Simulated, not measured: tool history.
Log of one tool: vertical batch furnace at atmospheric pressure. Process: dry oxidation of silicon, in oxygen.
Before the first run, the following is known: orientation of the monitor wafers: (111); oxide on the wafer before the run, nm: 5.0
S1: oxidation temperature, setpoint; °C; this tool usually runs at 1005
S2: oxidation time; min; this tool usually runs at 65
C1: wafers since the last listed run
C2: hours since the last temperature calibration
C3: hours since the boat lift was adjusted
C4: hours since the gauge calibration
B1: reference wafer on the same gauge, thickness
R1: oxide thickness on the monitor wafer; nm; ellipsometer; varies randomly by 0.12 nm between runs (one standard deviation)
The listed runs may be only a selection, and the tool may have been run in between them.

Run 1, hour 0: usual settings; C1 0; C2 1494.9; C3 3258.1; C4 178.1; B1 90.18. Result: R1 81.96 nm.
Run 2, hour 11: usual settings but S2 56.5 min; C1 164; C2 1505.9; C3 3269.1; C4 189.1; B1 90.22. Result: R1 74.89 nm.
At hour 13: gauge calibrated.
Run 3, hour 25.1: usual settings but S2 56.5 min; C1 210; C2 1520; C3 3283.2; C4 12.1; B1 90.2. Result: R1 75.05 nm.
Run 4, hour 40.6: usual settings; C1 231; C2 1535.5; C3 3298.7; C4 27.6; B1 90.21. Result: R1 82.02 nm.
Run 5, hour 50.2: usual settings; C1 143; C2 1545.1; C3 3308.3; C4 37.2; B1 90.21. Result: R1 81.86 nm.
Run 6, hour 67.4: usual settings; C1 256; C2 1562.3; C3 3325.5; C4 54.4; B1 90.2. Result: R1 81.97 nm.
Run 7, hour 78.7: usual settings; C1 168; C2 1573.6; C3 3336.8; C4 65.7; B1 90.19. Result: R1 82.12 nm.
Run 8, hour 90.2: usual settings; C1 171; C2 1585.1; C3 3348.3; C4 77.2; B1 90.22. Result: R1 82.1 nm.
Run 9, hour 128.3: usual settings but S1 1023 °C, S2 41.5 min; C1 568; C2 1623.2; C3 3386.4; C4 115.3; B1 90.22. Result: R1 69.93 nm.
Run 10, hour 149.5: usual settings but S1 1015 °C, S2 90 min; C1 316; C2 1644.4; C3 3407.6; C4 136.5; B1 90.22. Result: R1 108.28 nm.
Run 11, hour 161.3: usual settings but S1 985 °C; C1 175; C2 1656.2; C3 3419.4; C4 148.3; B1 90.19. Result: R1 70.65 nm.
At hour 169.3: gauge calibrated.
Run 12, hour 180.7: usual settings; C1 289; C2 1675.6; C3 3438.8; C4 11.4; B1 90.22. Result: R1 82.01 nm.
At hour 221.4: thermocouples replaced and temperature profile calibrated.
At hour 226.2: boat lift adjusted.
Run 13, hour 226.7: usual settings but S1 985 °C; C1 256; C2 5.3; C3 0.5; C4 57.4; B1 90.22. Result: R1 68.6 nm.
Run 14, hour 232.6: usual settings but S1 1025 °C, S2 79 min; C1 87; C2 11.2; C3 6.4; C4 63.3; B1 90.21. Result: R1 103.63 nm.
Run 15, hour 238.5: usual settings but S2 97.5 min; C1 87; C2 17.1; C3 12.3; C4 69.2; B1 90.19. Result: R1 103.21 nm.
Run 16, hour 253.2: usual settings but S1 1019 °C, S2 82 min; C1 219; C2 31.8; C3 27; C4 83.9; B1 90.22. Result: R1 101.97 nm.
Run 17, hour 317.9: usual settings but S1 1014 °C, S2 51 min; C1 964; C2 96.5; C3 91.7; C4 148.6; B1 90.21. Result: R1 72.81 nm.

Some steps in R1, run to run, broken into two amounts with sign: the step expected even without the hidden condition (settings, incoming material, random variation), and the rest, left for the hidden condition together with whatever gauge scatter is not in both the measured and the hidden-condition-free result:
What the log doesn't record here: true tube temperature minus thermocouple reading, K; monitor wafer colder than the profiled boat position, K; gauge reads high (%).
Run 9 -> 10: S1 1023 -> 1015, S2 41.5 -> 90. R1 +38.35 nm: hidden state +1.27, all else +37.08.
Run 12 -> 13: S1 1005 -> 985, thermocouples replaced and temperature profile calibrated, boat lift adjusted. R1 -13.41 nm: hidden state -2.69, all else -10.72.
